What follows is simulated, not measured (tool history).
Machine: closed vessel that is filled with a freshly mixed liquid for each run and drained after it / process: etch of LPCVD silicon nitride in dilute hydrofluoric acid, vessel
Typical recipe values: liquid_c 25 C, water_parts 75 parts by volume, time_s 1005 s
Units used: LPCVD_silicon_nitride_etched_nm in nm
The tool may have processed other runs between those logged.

run   hour  liquid_c  water_parts  time_s  read-back film thickness of the LPCVD silicon nitride reference wafer, read on the same gauge (nm)  LPCVD_silicon_nitride_etched_nm
  1      0        25           75    1005                                                                                               49.99                              6.2
  2    9.2        25           75    1005                                                                                               49.99                             6.14
  3   23.7        25           75    1005                                                                                                  50                             6.15
  4   39.5        25           75    1005                                                                                               50.02                             6.12
  5   56.6        25           90    1465                                                                                               49.99                             7.48
  6     72        25           90    1465                                                                                               49.93                             7.45
  7   88.7        25           90    1465                                                                                               50.03                              7.4
  8   97.5        25           60    1005                                                                                               49.96                             7.56
  9  106.3        25           60    1005                                                                                               50.01                             7.59
     110.4  -- gauge calibrated
 10  113.6        25           60    1005                                                                                               49.99                             7.55
 11  121.5        25           75     775                                                                                                  50                             4.63
 12  133.8        25           75     775                                                                                               49.99                             4.65
 13  142.2        25           75     775                                                                                               49.96                             4.69
 14  162.6        25           75     605                                                                                                  50                             3.61
 15  171.3        25           90    1530                                                                                               49.98                              7.6
 16  182.1      22.5           75     735                                                                                               50.02                              3.7
 17  194.6        27           55     745                                                                                               49.94                             6.84
 18  208.8      27.5           90    1600                                                                                               50.01                              9.3
     211.5  -- hydrofluoric acid flow meter replaced
 19  215.7        25           75    1005                                                                                               50.03                             6.76
     220.5  -- thermometer replaced
 20  262.8        25           75    1180                                                                                               49.94                             7.86
 21  274.3        25           75    1005                                                                                               50.02                             6.68
 22    291        25           60    1005                                                                                               49.95                             8.34
 23  297.2      29.5           65    1005                                                                                               50.02                            10.35
 24  309.3      22.5          105    1595                                                                                               49.94                             6.46
     311.1  -- gauge calibrated
 25  324.7      26.5           95    1370                                                                                               49.98                             7.87
 26  334.5      29.5           75     675                                                                                                  50                             5.96
 27  341.9        25          105    1385                                                                                                  50                              6.5
 28  356.2        25           75     775                                                                                               50.02                             5.11

Forecast each of these 4 alternatives for the next run:
  A  357.1        25           75     595                                                                                                   ?                                ?
  B  357.1        25           45    1005                                                                                                   ?                                ?
  C  357.1      29.5           75    1005                                                                                                   ?                                ?
  D  357.1        22          110    1005                                                                                                   ?                                ?

run  read-back film thickness of the LPCVD silicon nitride reference wafer, read on the same gauge (nm)  LPCVD_silicon_nitride_etched_nm
  A                                                                                               49.98                             3.92
  B                                                                                               49.98                            10.94
  C                                                                                               49.98                             8.87
  D                                                                                               49.98                             3.72
What these runs would have given with no unlogged condition in the tool:
run  LPCVD_silicon_nitride_etched_nm
  A                             4.06
  B                            11.32
  C                             9.18
  D                             3.85
